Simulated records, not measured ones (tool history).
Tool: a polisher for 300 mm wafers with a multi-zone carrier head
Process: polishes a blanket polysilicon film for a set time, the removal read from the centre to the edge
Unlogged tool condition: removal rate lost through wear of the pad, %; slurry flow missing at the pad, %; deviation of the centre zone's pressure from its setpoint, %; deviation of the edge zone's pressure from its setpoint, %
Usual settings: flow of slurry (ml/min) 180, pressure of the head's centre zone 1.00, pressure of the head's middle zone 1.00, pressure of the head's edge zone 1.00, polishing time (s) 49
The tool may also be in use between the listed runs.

run	hour	flow of slurry (ml/min)	pressure of the head's centre zone	pressure of the head's middle zone	pressure of the head's edge zone	polishing time (s)	wafers since the last listed run	wafers polished on this pad	hours since the slurry nozzle was cleaned	hours since the centre zone pressure was calibrated	hours since the edge zone pressure was calibrated	hours since the carrier head's membrane was replaced	incoming thickness of the incoming film, nm	film removed at the wafer's centre (Å)	film removed at mid-radius (Å)	film removed at the wafer's edge (Å)
1	0.0	180	1.00	0.90	1.00	49	0	2424	386.1	391.3	488.8	378.9	1391.6	3120	2972	3440
2	27.7	200	1.10	0.92	0.96	49	372	2797	413.8	419.0	516.5	406.6	1416.3	3564	3099	3286
3	54.1	120	1.06	1.00	1.00	49	354	3151	440.2	445.4	542.9	433.0	1416.0	3067	2963	3151
4	94.5	180	0.95	1.04	1.08	49	542	3694	480.6	485.8	583.3	473.4	1391.4	3015	3272	3490
5	124.0	180	1.00	1.00	1.00	34	396	4090	510.1	515.3	612.8	502.9	1399.6	2131	2223	2318
6	189.9	180	1.00	1.00	1.00	49	885	4975	576.0	581.2	678.7	568.8	1409.4	3140	3117	3338
# hour 206.9: edge zone pressure recalibrated
# hour 286.2: worn pad replaced by a new one
7	307.1	235	1.08	1.00	1.00	59	1493	280	693.2	698.4	100.2	686.0	1404.4	4299	3972	4192
8	368.2	180	1.00	1.08	1.00	49	820	1101	754.3	759.5	161.3	747.1	1393.6	3158	3361	3336
# hour 399.8: slurry nozzle cleaned
9	413.8	180	0.92	1.06	1.07	56	599	1700	14.0	805.1	206.9	792.7	1375.9	3534	3988	4084
10	461.8	180	1.05	1.00	1.00	56	644	2344	62.0	853.1	254.9	840.7	1379.0	4043	3802	3896
11	503.4	145	1.00	1.00	1.03	49	558	2903	103.6	894.7	296.5	882.3	1401.6	3179	3238	3343
# hour 513.1: centre zone pressure recalibrated
12	527.4	180	1.00	0.92	1.07	33	295	3199	127.6	14.3	320.5	906.3	1407.5	2259	2088	2405
13	596.3	180	1.10	1.00	1.05	49	925	4124	196.5	83.2	389.4	975.2	1426.1	3719	3311	3536
14	653.2	205	1.00	1.08	1.00	57	764	4888	253.4	140.1	446.3	1032.1	1385.7	3933	4006	3993
15	707.6	180	1.06	1.00	1.00	59	730	5619	307.8	194.5	500.7	1086.5	1374.6	3993	3850	4106
# hour 714.8: worn pad replaced by a new one
16	747.1	180	0.92	1.07	0.96	40	476	433	347.3	234.0	540.2	1126.0	1378.1	2430	2689	2681
17	796.1	125	0.92	1.10	0.93	49	658	1092	396.3	283.0	589.2	1175.0	1410.5	2767	3264	3075
18	847.9	180	1.00	1.10	1.00	49	695	1787	448.1	334.8	641.0	1226.8	1385.3	3216	3383	3314
# hour 854.8: carrier head's membrane replaced by a new one
19	919.6	180	1.00	0.90	1.00	49	895	2683	519.8	406.5	712.7	64.8	1416.2	3089	2930	3414
# hour 972.1: edge zone pressure recalibrated
20	982.3	180	0.95	1.00	1.00	49	815	3499	582.5	469.2	10.2	127.5	1403.6	2996	3074	3343
21	1009.7	205	1.00	1.00	1.00	49	368	3867	609.9	496.6	37.6	154.9	1395.3	3254	3249	3339
22	1056.5	180	1.00	1.00	1.00	49	628	4495	656.7	543.4	84.4	201.7	1372.4	3088	3064	3297
23	1115.6	180	0.92	1.00	1.00	49	793	5289	715.8	602.5	143.5	260.8	1375.0	2861	3154	3309

Below are 3 alternative next runs, each starting from the tool's condition after run 23. Predict each:
A	1116.0	180	1.00	1.00	1.00	49	5	5294	716.2	602.9	143.9	261.2	1408.8	?	?	?
B	1116.0	180	1.00	0.95	1.08	49	5	5294	716.2	602.9	143.9	261.2	1408.8	?	?	?
C	1116.0	180	1.00	1.09	0.89	55	5	5294	716.2	602.9	143.9	261.2	1408.8	?	?	?

run	film removed at the wafer's centre (Å)	film removed at mid-radius (Å)	film removed at the wafer's edge (Å)
A	3138	3043	3322
B	3137	2944	3452
C	3524	3615	3527
The same runs, with their run-to-run variation unchanged, on a tool lacking any hidden condition would have given:
run	film removed at the wafer's centre (Å)	film removed at mid-radius (Å)	film removed at the wafer's edge (Å)
A	3450	3309	3527
B	3449	3202	3665
C	3874	3931	3745
